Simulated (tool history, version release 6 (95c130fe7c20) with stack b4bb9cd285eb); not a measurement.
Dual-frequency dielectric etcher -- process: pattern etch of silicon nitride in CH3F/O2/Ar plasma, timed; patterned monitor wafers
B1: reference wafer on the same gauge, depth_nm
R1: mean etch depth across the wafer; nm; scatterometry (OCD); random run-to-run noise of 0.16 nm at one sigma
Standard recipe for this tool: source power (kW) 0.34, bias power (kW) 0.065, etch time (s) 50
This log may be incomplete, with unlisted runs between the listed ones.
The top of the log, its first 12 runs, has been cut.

Run 13, day 5.688: usual settings; B1 33.86. Result: R1 31.2 nm.
Run 14, day 6.183: usual settings but bias power (kW) 0.058, etch time (s) 59; B1 33.94. Result: R1 36.42 nm.
Run 15, day 6.729: usual settings but etch time (s) 62; B1 33.93. Result: R1 39.04 nm.
Run 16, day 7.379: usual settings but etch time (s) 41; B1 33.96. Result: R1 25.91 nm.
Run 17, day 7.738: usual settings but source power (kW) 0.41; B1 33.91. Result: R1 33.03 nm.
At day 7.929: bias power generator calibrated.
At day 8.875: gauge calibrated.
At day 9.012: upper electrode replaced.
Run 18, day 9.033: usual settings; B1 33.88. Result: R1 31.24 nm.
Run 19, day 9.046: usual settings but bias power (kW) 0.075, etch time (s) 63; B1 33.86. Result: R1 41.3 nm.
Run 20, day 10.575: usual settings but source power (kW) 0.31; B1 33.91. Result: R1 30.47 nm.
Run 21, day 10.921: usual settings but bias power (kW) 0.081; B1 33.88. Result: R1 33.38 nm.
Run 22, day 11.412: usual settings but source power (kW) 0.29, bias power (kW) 0.072, etch time (s) 41; B1 33.89. Result: R1 25.34 nm.
Run 23, day 12.121: usual settings but source power (kW) 0.27, etch time (s) 40.5; B1 33.92. Result: R1 23.91 nm.
Run 24, day 13.6: usual settings but source power (kW) 0.39, bias power (kW) 0.061, etch time (s) 44; B1 33.95. Result: R1 28.02 nm.
Run 25, day 13.892: usual settings but bias power (kW) 0.078; B1 33.91. Result: R1 32.83 nm.
Run 26, day 14.317: usual settings but source power (kW) 0.3, bias power (kW) 0.056, etch time (s) 36.5; B1 33.9. Result: R1 21.04 nm.
Run 27, day 14.7: usual settings but source power (kW) 0.26, bias power (kW) 0.079, etch time (s) 43.5; B1 33.92. Result: R1 26.8 nm.
Run 28, day 15.088: usual settings but etch time (s) 55.5; B1 33.89. Result: R1 34.52 nm.
Run 29, day 15.35: usual settings but etch time (s) 54; B1 33.91. Result: R1 33.63 nm.
Run 30, day 15.808: usual settings but etch time (s) 64; B1 33.9. Result: R1 39.95 nm.
Run 31, day 16.425: usual settings but bias power (kW) 0.051, etch time (s) 54; B1 33.82. Result: R1 31.64 nm.

Here are 3 independent what-if runs from the current tool condition. What would each one return?
Run A, day 16.442: usual settings; B1 ?. Result: R1 ?.
Run B, day 16.442: usual settings but source power (kW) 0.38, bias power (kW) 0.075, etch time (s) 43; B1 ?. Result: R1 ?.
Run C, day 16.442: usual settings but bias power (kW) 0.059, etch time (s) 63; B1 ?. Result: R1 ?.

run     B1     R1
  A  33.92  31.36
  B  33.92  28.91
  C  33.92  38.51
Stripped of hidden state, with their random variation kept, the same runs would have yielded:
run     R1
  A  31.67
  B  29.19
  C  38.88

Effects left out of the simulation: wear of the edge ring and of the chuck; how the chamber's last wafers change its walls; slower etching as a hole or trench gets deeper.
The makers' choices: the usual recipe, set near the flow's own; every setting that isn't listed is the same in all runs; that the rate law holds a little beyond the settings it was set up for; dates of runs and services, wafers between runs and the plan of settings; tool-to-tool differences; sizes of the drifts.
